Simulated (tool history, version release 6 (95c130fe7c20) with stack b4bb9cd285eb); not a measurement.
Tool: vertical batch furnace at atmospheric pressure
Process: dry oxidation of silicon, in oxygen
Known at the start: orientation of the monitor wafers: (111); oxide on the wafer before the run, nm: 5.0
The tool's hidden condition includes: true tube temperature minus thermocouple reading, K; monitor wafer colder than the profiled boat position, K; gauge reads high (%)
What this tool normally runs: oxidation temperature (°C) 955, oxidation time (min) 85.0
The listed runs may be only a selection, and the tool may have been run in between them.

| run | hour | oxidation temperature (°C) | oxidation time (min) | wafers since the last listed run | hours since the last temperature calibration | hours since the boat lift was adjusted | hours since the gauge calibration | read-back reference wafer on the same gauge, thickness | oxide thickness on the monitor wafer (angstrom) |
|---|---|---|---|---|---|---|---|---|---|
| 1 | 0.0 | 941 | 75.0 | 0 | 2324.0 | 4006.0 | 140.3 | 69.32 | 530.9 |
| 2 | 27.5 | 941 | 75.0 | 270 | 2351.5 | 4033.5 | 167.8 | 69.34 | 533.1 |
| 3 | 63.3 | 941 | 75.0 | 351 | 2387.3 | 4069.3 | 203.6 | 69.32 | 532.5 |
| 4 | 98.9 | 955 | 53.0 | 349 | 2422.9 | 4104.9 | 239.2 | 69.32 | 472.5 |
| 5 | 124.6 | 955 | 53.0 | 252 | 2448.6 | 4130.6 | 264.9 | 69.29 | 474.1 |
| 6 | 156.0 | 955 | 85.0 | 308 | 2480.0 | 4162.0 | 296.3 | 69.34 | 646.5 |
| 7 | 204.3 | 955 | 85.0 | 474 | 2528.3 | 4210.3 | 344.6 | 69.25 | 646.7 |
| 8 | 223.5 | 944 | 95.0 | 188 | 2547.5 | 4229.5 | 363.8 | 69.36 | 640.3 |
| 9 | 258.3 | 944 | 95.0 | 341 | 2582.3 | 4264.3 | 398.6 | 69.38 | 638.5 |
| 10 | 290.6 | 944 | 95.0 | 317 | 2614.6 | 4296.6 | 430.9 | 69.30 | 639.1 |
| 11 | 326.4 | 955 | 85.0 | 351 | 2650.4 | 4332.4 | 466.7 | 69.37 | 647.5 |
| 12 | 347.9 | 955 | 85.0 | 211 | 2671.9 | 4353.9 | 488.2 | 69.33 | 647.6 |
| 13 | 365.4 | 955 | 85.0 | 171 | 2689.4 | 4371.4 | 505.7 | 69.32 | 647.1 |
| 14 | 388.9 | 955 | 85.0 | 230 | 2712.9 | 4394.9 | 529.2 | 69.33 | 647.1 |
| 15 | 408.4 | 949 | 85.0 | 191 | 2732.4 | 4414.4 | 548.7 | 69.32 | 617.8 |
| 16 | 433.7 | 937 | 53.5 | 248 | 2757.7 | 4439.7 | 574.0 | 69.32 | 414.2 |
| 17 | 446.7 | 962 | 119.0 | 127 | 2770.7 | 4452.7 | 587.0 | 69.33 | 854.1 |
|  | 451.8 | gauge calibrated |
| 18 | 466.4 | 955 | 72.5 | 193 | 2790.4 | 4472.4 | 14.6 | 69.35 | 583.3 |
| 19 | 499.8 | 973 | 67.0 | 327 | 2823.8 | 4505.8 | 48.0 | 69.27 | 634.6 |
| 20 | 518.8 | 955 | 68.0 | 186 | 2842.8 | 4524.8 | 67.0 | 69.27 | 560.6 |
| 21 | 543.4 | 968 | 105.0 | 241 | 2867.4 | 4549.4 | 91.6 | 69.31 | 822.0 |
|  | 590.4 | boat lift adjusted |
|  | 599.8 | thermocouples replaced and temperature profile calibrated |
| 22 | 600.3 | 965 | 85.0 | 230 | 0.5 | 9.9 | 148.5 | 69.33 | 674.4 |
| 23 | 606.0 | 944 | 64.0 | 55 | 6.2 | 15.6 | 154.2 | 69.35 | 474.6 |
| 24 | 613.5 | 955 | 85.0 | 73 | 13.7 | 23.1 | 161.7 | 69.30 | 625.4 |
| 25 | 681.3 | 955 | 101.0 | 665 | 81.5 | 90.9 | 229.5 | 69.34 | 701.3 |

The next listed run, before its measurement:
| 26 | 701.4 | 975 | 125.5 | 197 | 101.6 | 111.0 | 249.6 | ? | ? |

{"run 26": {"read-back reference wafer on the same gauge, thickness": 69.3, "oxide thickness on the monitor wafer (angstrom)": 941.2}}
If the tool had no hidden condition, the same run with the same run-to-run variation would have returned oxide thickness on the monitor wafer (angstrom) 934.9.

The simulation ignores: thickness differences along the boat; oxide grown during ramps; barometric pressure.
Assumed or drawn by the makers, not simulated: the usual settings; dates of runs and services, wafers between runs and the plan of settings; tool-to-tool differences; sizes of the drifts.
